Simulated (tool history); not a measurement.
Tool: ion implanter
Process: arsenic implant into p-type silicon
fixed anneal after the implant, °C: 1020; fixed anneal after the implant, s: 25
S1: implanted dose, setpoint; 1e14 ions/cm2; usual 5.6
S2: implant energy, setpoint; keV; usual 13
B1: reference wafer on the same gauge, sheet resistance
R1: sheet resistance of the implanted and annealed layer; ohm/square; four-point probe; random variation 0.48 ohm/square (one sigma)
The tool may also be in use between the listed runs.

run,hour,S1,S2,B1,R1
1,0,5.6,13,218.04,204.65
2,12.6,5.6,13,217.95,204.66
3,29.4,5.6,13,218.05,204.46
4,43.2,4.78,10.5,218.05,233.95
5,50.4,5.05,13,217.93,220.35
6,91.7,5.6,13,218.02,204.5
7,101.4,5.6,13,218.17,203.68
8,141.5,5.6,13,218.07,202.51
9,148.4,5.6,13,218.02,203.3
10,157.1,5.6,13,218.02,203.34
11,167.4,5.6,13,217.96,203.06
12,175.7,5.6,13,218.05,203
13,184.2,5.6,13,218.1,203.45
14,193.5,5.6,13,218.04,202.89
15,203.8,5.6,13,217.97,203.45
16,221.5,5.19,15.5,218.01,210.49
17,227.7,5.6,9,218.07,206.64
# hour 228.7: gauge calibrated
18,243.8,5.6,13,217.97,202.58
# hour 265: extraction supply calibrated
19,265.5,7.03,16.5,218.06,167.6
20,272.7,6.57,14.5,218,177.83

The next listed run, before its measurement:
# hour 286: Faraday cup replaced and dose calibrated
21,289.7,5.6,13,?,?

Run 21 gave B1 218.02, R1 211.89 ohm/square.
Without the tool's hidden state the same run would have given R1 212.17 ohm/square.
